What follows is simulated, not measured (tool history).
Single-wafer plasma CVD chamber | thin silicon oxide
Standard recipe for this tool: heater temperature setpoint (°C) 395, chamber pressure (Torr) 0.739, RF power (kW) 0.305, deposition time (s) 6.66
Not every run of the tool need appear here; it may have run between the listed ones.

| run | day | heater temperature setpoint (°C) | chamber pressure (Torr) | RF power (kW) | deposition time (s) | read-back reference wafer on the same gauge, thickness_nm | mean film thickness on the monitor wafer (nm) |
|---|---|---|---|---|---|---|---|
| 1 | 0.000 | 395 | 0.739 | 0.305 | 6.66 | 12.397 | 12.274 |
| 2 | 3.317 | 395 | 0.739 | 0.305 | 6.66 | 12.394 | 12.254 |
| 3 | 5.112 | 388 | 0.739 | 0.290 | 6.66 | 12.400 | 11.994 |
| 4 | 8.171 | 388 | 0.739 | 0.290 | 6.66 | 12.392 | 11.957 |
| 5 | 11.454 | 388 | 0.739 | 0.290 | 6.66 | 12.401 | 11.902 |
| 6 | 13.767 | 402 | 0.739 | 0.305 | 6.66 | 12.401 | 12.068 |
|  | 18.075 | RF generator calibrated |
| 7 | 24.542 | 403 | 0.739 | 0.285 | 6.66 | 12.405 | 12.032 |
| 8 | 27.188 | 403 | 0.739 | 0.285 | 6.66 | 12.408 | 12.019 |
| 9 | 29.071 | 395 | 0.739 | 0.275 | 7.72 | 12.397 | 13.739 |
| 10 | 33.383 | 395 | 0.739 | 0.275 | 7.72 | 12.400 | 13.701 |
| 11 | 35.025 | 404 | 0.739 | 0.320 | 6.66 | 12.403 | 12.598 |
| 12 | 38.871 | 395 | 0.739 | 0.275 | 6.66 | 12.409 | 11.816 |
|  | 41.704 | showerhead replaced |
| 13 | 41.725 | 407 | 0.600 | 0.340 | 5.98 | 12.403 | 9.251 |
| 14 | 43.888 | 384 | 0.739 | 0.305 | 7.32 | 12.398 | 13.643 |
| 15 | 45.525 | 395 | 0.739 | 0.265 | 5.96 | 12.409 | 10.385 |
| 16 | 49.767 | 395 | 0.739 | 0.305 | 6.66 | 12.388 | 12.270 |
| 17 | 53.208 | 407 | 0.739 | 0.305 | 6.66 | 12.400 | 12.218 |
| 18 | 55.804 | 395 | 0.739 | 0.305 | 5.33 | 12.410 | 9.743 |
| 19 | 57.683 | 395 | 0.826 | 0.340 | 6.19 | 12.398 | 13.094 |
|  | 58.121 | capacitance manometer re-zeroed and calibrated |
|  | 60.067 | gauge calibrated |
|  | 60.183 | thermocouple changed; heater temperature recalibrated |
| 20 | 62.071 | 395 | 0.595 | 0.255 | 7.25 | 12.407 | 9.414 |
|  | 62.462 | RF generator calibrated |
| 21 | 65.767 | 402 | 0.739 | 0.305 | 6.66 | 12.395 | 12.185 |
| 22 | 68.462 | 383 | 0.881 | 0.325 | 7.59 | 12.402 | 17.011 |
| 23 | 72.725 | 401 | 0.739 | 0.305 | 6.66 | 12.406 | 12.193 |
| 24 | 75.471 | 381 | 0.739 | 0.305 | 5.57 | 12.415 | 10.361 |
| 25 | 79.192 | 408 | 0.739 | 0.305 | 7.24 | 12.408 | 13.186 |
| 26 | 83.254 | 395 | 0.739 | 0.305 | 6.66 | 12.410 | 12.126 |
| 27 | 88.925 | 395 | 0.739 | 0.340 | 6.66 | 12.405 | 12.659 |

5 options for the next run, each taken on its own from the tool as it stands now. Forecast them:
| A | 88.942 | 395 | 0.739 | 0.305 | 6.66 | ? | ? |
| B | 88.942 | 395 | 0.739 | 0.305 | 5.46 | ? | ? |
| C | 88.942 | 388 | 0.739 | 0.305 | 7.17 | ? | ? |
| D | 88.942 | 395 | 0.739 | 0.325 | 7.10 | ? | ? |
| E | 88.942 | 395 | 0.596 | 0.305 | 6.66 | ? | ? |

| run | read-back reference wafer on the same gauge, thickness_nm | mean film thickness on the monitor wafer (nm) |
|---|---|---|
| A | 12.399 | 12.128 |
| B | 12.399 | 9.946 |
| C | 12.399 | 13.108 |
| D | 12.399 | 13.275 |
| E | 12.399 | 9.684 |
Without the tool's hidden state the same runs would have given:
| run | mean film thickness on the monitor wafer (nm) |
|---|---|
| A | 12.373 |
| B | 10.148 |
| C | 13.373 |
| D | 13.529 |
| E | 9.880 |
